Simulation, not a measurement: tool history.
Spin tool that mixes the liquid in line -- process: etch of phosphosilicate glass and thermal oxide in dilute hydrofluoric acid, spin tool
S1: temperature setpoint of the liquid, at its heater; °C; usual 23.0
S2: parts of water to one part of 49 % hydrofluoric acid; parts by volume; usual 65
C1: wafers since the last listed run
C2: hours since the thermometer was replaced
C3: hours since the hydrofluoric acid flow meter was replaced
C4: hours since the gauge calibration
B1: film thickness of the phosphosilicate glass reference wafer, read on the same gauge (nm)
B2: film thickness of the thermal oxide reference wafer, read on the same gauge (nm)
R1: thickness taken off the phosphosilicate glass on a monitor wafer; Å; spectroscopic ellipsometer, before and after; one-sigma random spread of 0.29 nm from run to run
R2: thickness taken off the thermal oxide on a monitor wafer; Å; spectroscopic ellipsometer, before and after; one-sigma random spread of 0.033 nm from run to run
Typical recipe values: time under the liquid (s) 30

{"run": 1, "hour": 0.0, "S1": 23.0, "S2": 65, "time under the liquid (s)": 30, "C1": 0, "C2": 996.0, "C3": 1185.7, "C4": 630.0, "B1": 112.4, "B2": 143.063, "R1": 389.4, "R2": 20.26}
{"run": 2, "hour": 43.5, "S1": 23.0, "S2": 65, "time under the liquid (s)": 30, "C1": 551, "C2": 1039.5, "C3": 1229.2, "C4": 673.5, "B1": 112.59, "B2": 143.324, "R1": 394.9, "R2": 20.24}
{"run": 3, "hour": 72.8, "S1": 23.0, "S2": 65, "time under the liquid (s)": 30, "C1": 371, "C2": 1068.8, "C3": 1258.5, "C4": 702.8, "B1": 112.73, "B2": 143.431, "R1": 401.2, "R2": 20.81}
{"run": 4, "hour": 107.6, "S1": 23.0, "S2": 65, "time under the liquid (s)": 30, "C1": 441, "C2": 1103.6, "C3": 1293.3, "C4": 737.6, "B1": 112.9, "B2": 143.657, "R1": 395.6, "R2": 20.6}
{"run": 5, "hour": 142.9, "S1": 23.0, "S2": 65, "time under the liquid (s)": 30, "C1": 447, "C2": 1138.9, "C3": 1328.6, "C4": 772.9, "B1": 113.05, "B2": 143.9, "R1": 396.6, "R2": 20.55}
{"run": 6, "hour": 178.8, "S1": 23.0, "S2": 65, "time under the liquid (s)": 30, "C1": 455, "C2": 1174.8, "C3": 1364.5, "C4": 808.8, "B1": 113.19, "B2": 144.05, "R1": 400.0, "R2": 20.07}
{"run": 7, "hour": 202.8, "S1": 23.0, "S2": 65, "time under the liquid (s)": 30, "C1": 304, "C2": 1198.8, "C3": 1388.5, "C4": 832.8, "B1": 113.31, "B2": 144.2, "R1": 397.2, "R2": 21.17}
{"run": 8, "hour": 232.0, "S1": 23.0, "S2": 65, "time under the liquid (s)": 30, "C1": 370, "C2": 1228.0, "C3": 1417.7, "C4": 862.0, "B1": 113.42, "B2": 144.357, "R1": 399.6, "R2": 20.64}
{"run": 9, "hour": 283.5, "S1": 23.0, "S2": 65, "time under the liquid (s)": 30, "C1": 653, "C2": 1279.5, "C3": 1469.2, "C4": 913.5, "B1": 113.65, "B2": 144.641, "R1": 400.0, "R2": 20.81}
{"run": 10, "hour": 313.8, "S1": 23.0, "S2": 65, "time under the liquid (s)": 30, "C1": 384, "C2": 1309.8, "C3": 1499.5, "C4": 943.8, "B1": 113.8, "B2": 144.784, "R1": 404.8, "R2": 20.84}
{"run": 11, "hour": 346.7, "S1": 21.5, "S2": 45, "time under the liquid (s)": 50, "C1": 417, "C2": 1342.7, "C3": 1532.4, "C4": 976.7, "B1": 113.92, "B2": 145.002, "R1": 924.1, "R2": 48.36}
{"run": 12, "hour": 373.4, "S1": 23.0, "S2": 65, "time under the liquid (s)": 35, "C1": 338, "C2": 1369.4, "C3": 1559.1, "C4": 1003.4, "B1": 114.04, "B2": 145.16, "R1": 465.8, "R2": 24.16}
{"hour": 377.2, "done": "thermometer replaced"}
{"run": 13, "hour": 429.7, "S1": 23.0, "S2": 65, "time under the liquid (s)": 45, "C1": 701, "C2": 52.5, "C3": 1615.4, "C4": 1059.7, "B1": 114.3, "B2": 145.461, "R1": 600.4, "R2": 32.44}
{"run": 14, "hour": 480.9, "S1": 23.0, "S2": 85, "time under the liquid (s)": 30, "C1": 649, "C2": 103.7, "C3": 1666.6, "C4": 1110.9, "B1": 114.5, "B2": 145.771, "R1": 298.7, "R2": 15.49}
{"run": 15, "hour": 516.7, "S1": 20.5, "S2": 40, "time under the liquid (s)": 15, "C1": 454, "C2": 139.5, "C3": 1702.4, "C4": 1146.7, "B1": 114.68, "B2": 145.936, "R1": 303.1, "R2": 15.82}
{"hour": 671.3, "done": "gauge calibrated"}
{"run": 16, "hour": 729.4, "S1": 24.5, "S2": 65, "time under the liquid (s)": 20, "C1": 2698, "C2": 352.2, "C3": 1915.1, "C4": 58.1, "B1": 110.29, "B2": 140.378, "R1": 276.2, "R2": 14.1}
{"hour": 775.7, "done": "hydrofluoric acid flow meter replaced"}
{"run": 17, "hour": 795.5, "S1": 23.0, "S2": 45, "time under the liquid (s)": 15, "C1": 825, "C2": 418.3, "C3": 19.8, "C4": 124.2, "B1": 110.58, "B2": 140.757, "R1": 285.0, "R2": 15.13}
{"run": 18, "hour": 823.4, "S1": 23.0, "S2": 65, "time under the liquid (s)": 30, "C1": 353, "C2": 446.2, "C3": 47.7, "C4": 152.1, "B1": 110.7, "B2": 140.893, "R1": 390.4, "R2": 20.16}
{"run": 19, "hour": 857.0, "S1": 23.0, "S2": 65, "time under the liquid (s)": 30, "C1": 426, "C2": 479.8, "C3": 81.3, "C4": 185.7, "B1": 110.88, "B2": 141.093, "R1": 388.4, "R2": 20.65}
{"run": 20, "hour": 927.2, "S1": 23.0, "S2": 55, "time under the liquid (s)": 30, "C1": 890, "C2": 550.0, "C3": 151.5, "C4": 255.9, "B1": 111.16, "B2": 141.518, "R1": 476.1, "R2": 23.92}
{"run": 21, "hour": 989.4, "S1": 23.0, "S2": 65, "time under the liquid (s)": 30, "C1": 789, "C2": 612.2, "C3": 213.7, "C4": 318.1, "B1": 111.44, "B2": 141.823, "R1": 391.2, "R2": 20.25}

Predict each of these 5 candidate next runs independently; none follows another, all start after run 21:
{"run": "A", "hour": 989.8, "S1": 23.0, "S2": 40, "time under the liquid (s)": 30, "C1": 5, "C2": 612.6, "C3": 214.1, "C4": 318.5, "B1": "?", "B2": "?", "R1": "?", "R2": "?"}
{"run": "B", "hour": 989.8, "S1": 23.0, "S2": 90, "time under the liquid (s)": 45, "C1": 5, "C2": 612.6, "C3": 214.1, "C4": 318.5, "B1": "?", "B2": "?", "R1": "?", "R2": "?"}
{"run": "C", "hour": 989.8, "S1": 28.0, "S2": 55, "time under the liquid (s)": 40, "C1": 5, "C2": 612.6, "C3": 214.1, "C4": 318.5, "B1": "?", "B2": "?", "R1": "?", "R2": "?"}
{"run": "D", "hour": 989.8, "S1": 19.0, "S2": 65, "time under the liquid (s)": 30, "C1": 5, "C2": 612.6, "C3": 214.1, "C4": 318.5, "B1": "?", "B2": "?", "R1": "?", "R2": "?"}
{"run": "E", "hour": 989.8, "S1": 26.0, "S2": 65, "time under the liquid (s)": 25, "C1": 5, "C2": 612.6, "C3": 214.1, "C4": 318.5, "B1": "?", "B2": "?", "R1": "?", "R2": "?"}

run=A B1=111.44 B2=141.856 R1=662.9 R2=32.55
run=B B1=111.44 B2=141.856 R1=414.8 R2=20.37
run=C B1=111.44 B2=141.856 R1=772.0 R2=37.90
run=D B1=111.44 B2=141.856 R1=334.3 R2=16.42
run=E B1=111.44 B2=141.856 R1=371.7 R2=18.25
Without the tool's unlogged condition, the same runs would have read:
run=A R1=654.3 R2=32.13
run=B R1=409.5 R2=20.10
run=C R1=761.9 R2=37.41
run=D R1=330.0 R2=16.20
run=E R1=366.9 R2=18.01

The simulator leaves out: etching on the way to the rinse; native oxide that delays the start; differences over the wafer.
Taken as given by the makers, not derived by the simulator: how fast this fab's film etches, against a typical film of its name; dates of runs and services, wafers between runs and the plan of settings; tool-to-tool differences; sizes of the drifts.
